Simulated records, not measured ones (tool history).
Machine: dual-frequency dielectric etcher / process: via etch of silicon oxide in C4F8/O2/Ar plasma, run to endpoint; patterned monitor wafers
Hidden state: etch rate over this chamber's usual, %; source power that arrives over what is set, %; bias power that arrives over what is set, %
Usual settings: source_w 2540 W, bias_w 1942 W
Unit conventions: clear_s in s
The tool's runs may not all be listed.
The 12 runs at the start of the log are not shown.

run   hour  source_w  bias_w  wafers since the last listed run  hours since the last wet clean  hours since the last source power generator calibration  hours since the last bias power generator calibration  hours since the last upper electrode change  incoming incoming film thickness, nm  clear_s
 13  320.1      2120    1942                                76                           252.3                                                   2589.0                                                 3072.8                                       2152.6                                1330.8    274.8
 14  333.5      2120    1942                                79                           265.7                                                   2602.4                                                 3086.2                                       2166.0                                1345.4    279.3
     343.8  -- bias power generator calibrated
 15  363.6      2120    1942                               155                           295.8                                                   2632.5                                                   19.8                                       2196.1                                1328.7    273.4
 16  394.4      2540    2128                               183                           326.6                                                   2663.3                                                   50.6                                       2226.9                                1340.4    240.0
     435.9  -- upper electrode replaced
     442.5  -- wet clean of the chamber
 17  443.0      2540    1942                               107                             0.5                                                   2711.9                                                   99.2                                          7.1                                1314.9    258.4
 18  448.5      2320    1703                                32                             6.0                                                   2717.4                                                  104.7                                         12.6                                1340.9    284.8
 19  472.4      2950    2157                               142                            29.9                                                   2741.3                                                  128.6                                         36.5                                1344.7    232.3
 20  490.6      3060    1713                               108                            48.1                                                   2759.5                                                  146.8                                         54.7                                1328.7    239.1
 21  516.3      1960    2080                               153                            73.8                                                   2785.2                                                  172.5                                         80.4                                1325.1    291.3
     524.1  -- source power generator calibrated
 22  548.8      2540    2359                               169                           106.3                                                     24.7                                                  205.0                                        112.9                                1332.6    236.6
 23  576.2      2240    2206                               163                           133.7                                                     52.1                                                  232.4                                        140.3                                1334.9    264.3
 24  594.8      2540    1942                               110                           152.3                                                     70.7                                                  251.0                                        158.9                                1329.9    252.6
 25  609.8      2540    1942                                89                           167.3                                                     85.7                                                  266.0                                        173.9                                1323.1    250.4
 26  640.4      2270    1597                               182                           197.9                                                    116.3                                                  296.6                                        204.5                                1329.4    284.9
 27  659.1      2080    1644                               111                           216.6                                                    135.0                                                  315.3                                        223.2                                1346.1    303.7
 28  684.5      2240    2206                               151                           242.0                                                    160.4                                                  340.7                                        248.6                                1336.5    260.9
 29  711.7      2980    1712                               162                           269.2                                                    187.6                                                  367.9                                        275.8                                1315.0    237.6
 30  742.9      2540    1942                               185                           300.4                                                    218.8                                                  399.1                                        307.0                                1331.6    245.7
 31  774.3      3100    2138                               187                           331.8                                                    250.2                                                  430.5                                        338.4                                1335.2    215.2
 32  790.5      2290    1942                                96                           348.0                                                    266.4                                                  446.7                                        354.6                                1345.4    264.7
 33  815.2      2980    2123                               147                           372.7                                                    291.1                                                  471.4                                        379.3                                1328.0    217.8
     859.3  -- wet clean of the chamber
 34  859.8      2270    1597                               122                             0.5                                                    335.7                                                  516.0                                        423.9                                1326.4    291.3
 35  860.2      2540    1942                                 2                             0.9                                                    336.1                                                  516.4                                        424.3                                1335.8    258.6

Forecast each of these 3 alternatives for the next run:
  A  860.7      2540    2065                                 2                             1.4                                                    336.6                                                  516.9                                        424.8                                1323.1        ?
  B  860.7      2540    1720                                 2                             1.4                                                    336.6                                                  516.9                                        424.8                                1323.1        ?
  C  860.7      2900    2294                                 2                             1.4                                                    336.6                                                  516.9                                        424.8                                1323.1        ?

run  clear_s
  A    248.9
  B    264.8
  C    223.3
Take away the tool's hidden state, keep each run's random variation, and the runs would have read:
run  clear_s
  A    251.1
  B    267.2
  C    225.3
